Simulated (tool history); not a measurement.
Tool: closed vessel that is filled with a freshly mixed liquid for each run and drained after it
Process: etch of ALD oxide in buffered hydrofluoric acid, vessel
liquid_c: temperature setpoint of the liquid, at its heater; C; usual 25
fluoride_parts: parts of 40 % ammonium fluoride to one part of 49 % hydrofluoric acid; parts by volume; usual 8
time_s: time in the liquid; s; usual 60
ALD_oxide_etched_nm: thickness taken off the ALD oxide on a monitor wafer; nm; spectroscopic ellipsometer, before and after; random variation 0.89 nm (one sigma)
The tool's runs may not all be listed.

run    hour  liquid_c  fluoride_parts  time_s  wafers since the last listed run  hours since the thermometer was replaced  hours since the hydrofluoric acid flow meter was replaced  hours since the gauge calibration  read-back film thickness of the ALD oxide reference wafer, read on the same gauge (nm)  ALD_oxide_etched_nm
  1       0        25              10      60                                 0                                     215.6                                                        816                              178.3                                                                                   30.03               146.52
  2    26.2        25              10      60                              3388                                     241.8                                                      842.2                              204.5                                                                                   30.01               144.87
  3    69.6        25               8      60                              5612                                     285.2                                                      885.6                              247.9                                                                                   29.99               177.84
  4   136.4        25               8      60                              8639                                       352                                                      952.4                              314.7                                                                                   29.97               175.91
  5   243.6        24               8      35                             13864                                     459.2                                                     1059.6                              421.9                                                                                   30.03                96.46
  6   299.1        25               8      60                              7177                                     514.7                                                     1115.1                              477.4                                                                                   30.02               175.83
  7   342.5        25               8      60                              5612                                     558.1                                                     1158.5                              520.8                                                                                   30.01               174.44
  8   380.3        25               8      60                              4888                                     595.9                                                     1196.3                              558.6                                                                                   30.01               174.72
  9   447.1        25               8      60                              8639                                     662.7                                                     1263.1                              625.4                                                                                   30.03               174.54
 10   474.8        25               8      60                              3582                                     690.4                                                     1290.8                              653.1                                                                                   29.98               174.36
 11   516.5        25               8      60                              5393                                     732.1                                                     1332.5                              694.8                                                                                   30.02               175.19
 12   585.3        25               7      60                              8897                                     800.9                                                     1401.3                              763.6                                                                                   30.01                200.2
      621.4  -- thermometer replaced
 13   650.7        27               8      60                              8328                                      29.3                                                     1466.7                                829                                                                                   30.02               191.92
 14   677.4        27               8      60                              3453                                        56                                                     1493.4                              855.7                                                                                      30               192.94
      792.8  -- hydrofluoric acid flow meter replaced
 15   805.3        25               8      60                             16412                                     183.9                                                       12.5                              983.6                                                                                   30.03               182.76
 16   864.2        25            10.5      60                              7617                                     242.8                                                       71.4                             1042.5                                                                                      30               141.37
 17     910        25               8      60                              5923                                     288.6                                                      117.2                             1088.3                                                                                   29.98               180.87
 18   950.4        25             9.5      90                              5224                                       329                                                      157.6                             1128.7                                                                                      30               230.63
 19   997.4      26.5              11      30                              6078                                       376                                                      204.6                             1175.7                                                                                   30.01                73.47
 20  1049.9        25               6      60                              6789                                     428.5                                                      257.1                             1228.2                                                                                   29.98               239.61
 21  1076.2        25               8      60                              3401                                     454.8                                                      283.4                             1254.5                                                                                   30.02               180.63
 22  1103.1      21.5               7      45                              3478                                     481.7                                                      310.3                             1281.4                                                                                   29.97               128.33
 23  1144.2        25               8      60                              5315                                     522.8                                                      351.4                             1322.5                                                                                   29.99               179.59
     1146.7  -- gauge calibrated
 24  1181.3      23.5            10.5      60                              4798                                     559.9                                                      388.5                               34.6                                                                                   30.02               130.37
 25  1329.9      20.5             6.5      60                             19218                                     708.5                                                      537.1                              183.2                                                                                   30.02               170.97
 26  1376.6        25               8      60                              6039                                     755.2                                                      583.8                              229.9                                                                                      30               179.48
 27  1416.1      26.5             9.5      45                              5108                                     794.7                                                      623.3                              269.4                                                                                   29.98               125.74
     1424.5  -- thermometer replaced
 28    1481        25               9      45                              8264                                      56.5                                                      688.2                              334.3                                                                                   29.99               117.91
 29  1548.5        25              10      85                              8729                                       124                                                      755.7                              401.8                                                                                      30               208.47

Hidden state at the last listed run before each entry between runs and at the first one after, where it differs:
Between runs 12 and 13: thermometer replaced (hour 621.4)
  hydrofluoric acid flow below the setpoint (%): 4.52 -> 4.72
  measured less the result without the state, ALD_oxide_etched_nm: -10.26 -> -10.31 nm
Between runs 14 and 15: hydrofluoric acid flow meter replaced (hour 792.8)
  hydrofluoric acid flow below the setpoint (%): 4.8 -> 0.376
  measured less the result without the state, ALD_oxide_etched_nm: -10.55 -> -0.74 nm
Between runs 23 and 24: gauge calibrated (hour 1146.7)
  hydrofluoric acid flow below the setpoint (%): 1.38 -> 1.48
  measured less the result without the state, ALD_oxide_etched_nm: -2.73 -> -1.91 nm
Between runs 27 and 28: thermometer replaced (hour 1424.5)
  hydrofluoric acid flow below the setpoint (%): 2.18 -> 2.37
  measured less the result without the state, ALD_oxide_etched_nm: -1.75 -> -1.78 nm

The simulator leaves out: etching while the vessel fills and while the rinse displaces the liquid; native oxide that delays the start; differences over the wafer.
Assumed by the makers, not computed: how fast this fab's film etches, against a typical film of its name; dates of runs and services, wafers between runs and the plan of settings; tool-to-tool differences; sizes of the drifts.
